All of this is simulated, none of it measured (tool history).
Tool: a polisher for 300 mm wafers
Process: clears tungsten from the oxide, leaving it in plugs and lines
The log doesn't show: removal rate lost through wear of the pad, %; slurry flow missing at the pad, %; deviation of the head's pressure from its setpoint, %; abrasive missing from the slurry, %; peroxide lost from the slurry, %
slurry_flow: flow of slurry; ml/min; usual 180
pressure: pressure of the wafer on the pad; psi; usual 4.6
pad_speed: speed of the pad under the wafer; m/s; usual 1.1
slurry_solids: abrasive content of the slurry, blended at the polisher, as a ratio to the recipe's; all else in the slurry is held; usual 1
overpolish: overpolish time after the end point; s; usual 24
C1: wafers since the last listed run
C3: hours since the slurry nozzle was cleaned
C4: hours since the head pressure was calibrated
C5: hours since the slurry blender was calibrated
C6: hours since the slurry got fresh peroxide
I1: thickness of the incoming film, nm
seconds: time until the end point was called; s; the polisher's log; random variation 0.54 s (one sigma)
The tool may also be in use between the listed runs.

run 1 day=0 | slurry_flow=180 pressure=4.6 pad_speed=1.1 slurry_solids=1.2 overpolish=24 | C1=0 wafers_polished_on_this_pad=841 C3=100.2 C4=568.9 C5=237.8 C6=143.6 | I1=496.7 | seconds=66.4
-- day=1.342 slurry blender recalibrated
-- day=2.125 slurry tank refilled with fresh slurry and peroxide
run 2 day=2.321 | slurry_flow=180 pressure=4.6 pad_speed=0.84 slurry_solids=1 overpolish=24 | C1=458 wafers_polished_on_this_pad=1300 C3=155.9 C4=624.6 C5=23.5 C6=4.7 | I1=485.1 | seconds=78.5
run 3 day=4.712 | slurry_flow=180 pressure=4.6 pad_speed=0.84 slurry_solids=1 overpolish=24 | C1=499 wafers_polished_on_this_pad=1799 C3=213.3 C4=682 C5=80.9 C6=62.1 | I1=481 | seconds=77.9
-- day=5.458 worn pad replaced by a new one
run 4 day=6.321 | slurry_flow=180 pressure=5.3 pad_speed=0.8 slurry_solids=1 overpolish=24 | C1=301 wafers_polished_on_this_pad=180 C3=251.9 C4=720.6 C5=119.5 C6=100.7 | I1=485.4 | seconds=67.9
run 5 day=8.192 | slurry_flow=180 pressure=4.6 pad_speed=1.1 slurry_solids=1 overpolish=24 | C1=390 wafers_polished_on_this_pad=571 C3=296.8 C4=765.5 C5=164.4 C6=145.6 | I1=485.2 | seconds=65.8
run 6 day=10.675 | slurry_flow=180 pressure=4.6 pad_speed=1.1 slurry_solids=1 overpolish=24 | C1=518 wafers_polished_on_this_pad=1090 C3=356.4 C4=825.1 C5=224 C6=205.2 | I1=487.3 | seconds=67.3
-- day=10.85 slurry tank refilled with fresh slurry and peroxide
run 7 day=12.338 | slurry_flow=180 pressure=4.6 pad_speed=1.1 slurry_solids=1 overpolish=24 | C1=338 wafers_polished_on_this_pad=1429 C3=396.3 C4=865 C5=263.9 C6=35.7 | I1=491.1 | seconds=67.1
-- day=13.65 worn pad replaced by a new one
-- day=13.708 slurry blender recalibrated
run 8 day=13.742 | slurry_flow=180 pressure=4.6 pad_speed=1.1 slurry_solids=1 overpolish=24 | C1=246 wafers_polished_on_this_pad=6 C3=430 C4=898.7 C5=0.8 C6=69.4 | I1=483.2 | seconds=64.4
run 9 day=16.217 | slurry_flow=180 pressure=4.6 pad_speed=1.1 slurry_solids=1 overpolish=24 | C1=517 wafers_polished_on_this_pad=524 C3=489.4 C4=958.1 C5=60.2 C6=128.8 | I1=494.6 | seconds=67.2
run 10 day=17.308 | slurry_flow=180 pressure=4.6 pad_speed=1.1 slurry_solids=1 overpolish=24 | C1=228 wafers_polished_on_this_pad=752 C3=515.6 C4=984.3 C5=86.4 C6=155 | I1=497.9 | seconds=68.1
run 11 day=18.504 | slurry_flow=180 pressure=4.6 pad_speed=1.1 slurry_solids=1 overpolish=24 | C1=249 wafers_polished_on_this_pad=1002 C3=544.3 C4=1013 C5=115.1 C6=183.7 | I1=478.8 | seconds=65.4
run 12 day=20.625 | slurry_flow=180 pressure=4.6 pad_speed=1.1 slurry_solids=1 overpolish=24 | C1=443 wafers_polished_on_this_pad=1445 C3=595.2 C4=1063.9 C5=166 C6=234.6 | I1=487.6 | seconds=66.7
-- day=20.9 slurry tank refilled with fresh slurry and peroxide
run 13 day=21.925 | slurry_flow=150 pressure=4.6 pad_speed=1.22 slurry_solids=1 overpolish=24 | C1=262 wafers_polished_on_this_pad=1708 C3=626.4 C4=1095.1 C5=197.2 C6=24.6 | I1=486.8 | seconds=65.6
-- day=22.479 worn pad replaced by a new one
-- day=23.492 slurry nozzle cleaned
run 14 day=23.9 | slurry_flow=215 pressure=4.6 pad_speed=1.34 slurry_solids=1.2 overpolish=11 | C1=369 wafers_polished_on_this_pad=287 C3=9.8 C4=1142.5 C5=244.6 C6=72 | I1=492.1 | seconds=55.3
run 15 day=26.1 | slurry_flow=180 pressure=4.6 pad_speed=1.1 slurry_solids=0.8 overpolish=24 | C1=459 wafers_polished_on_this_pad=747 C3=62.6 C4=1195.3 C5=297.4 C6=124.8 | I1=492.2 | seconds=70.6
-- day=26.846 slurry blender recalibrated
-- day=27.442 head pressure recalibrated
run 16 day=29.104 | slurry_flow=180 pressure=4.6 pad_speed=1.1 slurry_solids=1 overpolish=24 | C1=592 wafers_polished_on_this_pad=1340 C3=134.7 C4=39.9 C5=54.2 C6=196.9 | I1=487 | seconds=67.5
-- day=29.383 slurry tank refilled with fresh slurry and peroxide
run 17 day=30.496 | slurry_flow=160 pressure=4.6 pad_speed=1.36 slurry_solids=1 overpolish=12 | C1=282 wafers_polished_on_this_pad=1622 C3=168.1 C4=73.3 C5=87.6 C6=26.7 | I1=495.7 | seconds=60.3
-- day=32.517 worn pad replaced by a new one
run 18 day=32.85 | slurry_flow=210 pressure=4.6 pad_speed=1.1 slurry_solids=0.75 overpolish=24 | C1=457 wafers_polished_on_this_pad=69 C3=224.6 C4=129.8 C5=144.1 C6=83.2 | I1=485.1 | seconds=67.3
run 19 day=35.717 | slurry_flow=180 pressure=4.6 pad_speed=1.1 slurry_solids=1 overpolish=24 | C1=599 wafers_polished_on_this_pad=668 C3=293.4 C4=198.6 C5=212.9 C6=152 | I1=479 | seconds=65.3
-- day=37.679 slurry blender recalibrated
run 20 day=38.588 | slurry_flow=195 pressure=4.6 pad_speed=1.26 slurry_solids=1.25 overpolish=37 | C1=582 wafers_polished_on_this_pad=1250 C3=362.3 C4=267.5 C5=21.8 C6=220.9 | I1=496.5 | seconds=58.9
-- day=39.112 slurry tank refilled with fresh slurry and peroxide
run 21 day=41.317 | slurry_flow=180 pressure=5.5 pad_speed=1.1 slurry_solids=0.8 overpolish=24 | C1=561 wafers_polished_on_this_pad=1812 C3=427.8 C4=333 C5=87.3 C6=52.9 | I1=494.8 | seconds=59.9
-- day=41.704 worn pad replaced by a new one
run 22 day=43.379 | slurry_flow=200 pressure=3.4 pad_speed=1.4 slurry_solids=1 overpolish=17 | C1=396 wafers_polished_on_this_pad=350 C3=477.3 C4=382.5 C5=136.8 C6=102.4 | I1=489.1 | seconds=75
run 23 day=45.133 | slurry_flow=180 pressure=4.6 pad_speed=1.46 slurry_solids=0.8 overpolish=24 | C1=366 wafers_polished_on_this_pad=716 C3=519.4 C4=424.6 C5=178.9 C6=144.5 | I1=489.8 | seconds=57.9

Forecast each of these 4 alternatives for the next run:
run A day=45.15 | slurry_flow=230 pressure=4.6 pad_speed=1.1 slurry_solids=1 overpolish=24 | C1=3 wafers_polished_on_this_pad=720 C3=519.8 C4=425 C5=179.3 C6=144.9 | I1=495.7 | seconds=?
run B day=45.15 | slurry_flow=180 pressure=4.1 pad_speed=0.88 slurry_solids=1 overpolish=24 | C1=3 wafers_polished_on_this_pad=720 C3=519.8 C4=425 C5=179.3 C6=144.9 | I1=495.7 | seconds=?
run C day=45.15 | slurry_flow=180 pressure=3.3 pad_speed=1.1 slurry_solids=1.2 overpolish=24 | C1=3 wafers_polished_on_this_pad=720 C3=519.8 C4=425 C5=179.3 C6=144.9 | I1=495.7 | seconds=?
run D day=45.15 | slurry_flow=215 pressure=3.9 pad_speed=1.4 slurry_solids=1 overpolish=32 | C1=3 wafers_polished_on_this_pad=720 C3=519.8 C4=425 C5=179.3 C6=144.9 | I1=495.7 | seconds=?

run=A seconds=66.2
run=B seconds=86.6
run=C seconds=91.1
run=D seconds=67.5
Without the tool's hidden state the same runs would have given:
run=A seconds=63.7
run=B seconds=83.3
run=C seconds=87.6
run=D seconds=65
